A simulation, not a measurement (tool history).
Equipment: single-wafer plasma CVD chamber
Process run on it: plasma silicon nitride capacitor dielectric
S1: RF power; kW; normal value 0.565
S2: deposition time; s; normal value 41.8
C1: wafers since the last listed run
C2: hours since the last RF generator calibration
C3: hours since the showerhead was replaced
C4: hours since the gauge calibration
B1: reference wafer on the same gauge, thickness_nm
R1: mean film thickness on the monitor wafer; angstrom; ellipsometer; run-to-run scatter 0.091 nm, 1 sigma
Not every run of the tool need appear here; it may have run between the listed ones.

| run | hour | S1 | S2 | C1 | C2 | C3 | C4 | B1 | R1 |
|---|---|---|---|---|---|---|---|---|---|
| 1 | 0.0 | 0.565 | 41.8 | 0 | 689.0 | 2979.3 | 117.0 | 71.498 | 588.53 |
| 2 | 9.0 | 0.565 | 41.8 | 298 | 698.0 | 2988.3 | 126.0 | 71.486 | 587.56 |
|  | 14.0 | gauge calibrated |
| 3 | 23.7 | 0.565 | 41.8 | 486 | 712.7 | 3003.0 | 9.7 | 71.549 | 588.91 |
| 4 | 40.3 | 0.565 | 41.8 | 549 | 729.3 | 3019.6 | 26.3 | 71.520 | 588.49 |
| 5 | 51.4 | 0.565 | 47.8 | 367 | 740.4 | 3030.7 | 37.4 | 71.513 | 673.14 |
| 6 | 58.2 | 0.565 | 41.8 | 225 | 747.2 | 3037.5 | 44.2 | 71.540 | 587.56 |
| 7 | 69.9 | 0.565 | 41.8 | 387 | 758.9 | 3049.2 | 55.9 | 71.495 | 587.24 |
|  | 85.6 | RF generator calibrated |
| 8 | 86.1 | 0.565 | 41.8 | 271 | 0.5 | 3065.4 | 72.1 | 71.496 | 601.08 |
| 9 | 88.9 | 0.565 | 41.8 | 92 | 3.3 | 3068.2 | 74.9 | 71.470 | 601.21 |
|  | 107.2 | showerhead replaced |
| 10 | 107.7 | 0.565 | 41.8 | 357 | 22.1 | 0.5 | 93.7 | 71.500 | 598.74 |
| 11 | 117.8 | 0.505 | 45.4 | 334 | 32.2 | 10.6 | 103.8 | 71.496 | 630.66 |
| 12 | 133.9 | 0.565 | 41.8 | 533 | 48.3 | 26.7 | 119.9 | 71.502 | 597.80 |
| 13 | 144.0 | 0.480 | 49.6 | 334 | 58.4 | 36.8 | 130.0 | 71.503 | 676.90 |
| 14 | 150.4 | 0.495 | 36.9 | 212 | 64.8 | 43.2 | 136.4 | 71.467 | 507.43 |
|  | 159.4 | gauge calibrated |
| 15 | 161.5 | 0.650 | 35.1 | 367 | 75.9 | 54.3 | 2.1 | 71.519 | 523.70 |
| 16 | 175.2 | 0.455 | 41.8 | 453 | 89.6 | 68.0 | 15.8 | 71.514 | 558.11 |
| 17 | 189.6 | 0.565 | 41.8 | 477 | 104.0 | 82.4 | 30.2 | 71.527 | 596.32 |
| 18 | 198.4 | 0.600 | 36.3 | 291 | 112.8 | 91.2 | 39.0 | 71.486 | 527.10 |
| 19 | 206.2 | 0.485 | 44.6 | 258 | 120.6 | 99.0 | 46.8 | 71.509 | 607.16 |
| 20 | 215.4 | 0.650 | 39.4 | 304 | 129.8 | 108.2 | 56.0 | 71.498 | 585.38 |

What if the next run were any one of these 4? Each begins from the tool's condition after run 20:
| A | 215.8 | 0.565 | 45.3 | 13 | 130.2 | 108.6 | 56.4 | ? | ? |
| B | 215.8 | 0.620 | 36.5 | 13 | 130.2 | 108.6 | 56.4 | ? | ? |
| C | 215.8 | 0.630 | 33.9 | 13 | 130.2 | 108.6 | 56.4 | ? | ? |
| D | 215.8 | 0.670 | 39.5 | 13 | 130.2 | 108.6 | 56.4 | ? | ? |

| run | B1 | R1 |
|---|---|---|
| A | 71.519 | 646.06 |
| B | 71.519 | 535.42 |
| C | 71.519 | 499.70 |
| D | 71.519 | 593.20 |
Without the tool's hidden state the same runs would have given:
| run | R1 |
|---|---|
| A | 655.26 |
| B | 543.04 |
| C | 506.81 |
| D | 601.64 |
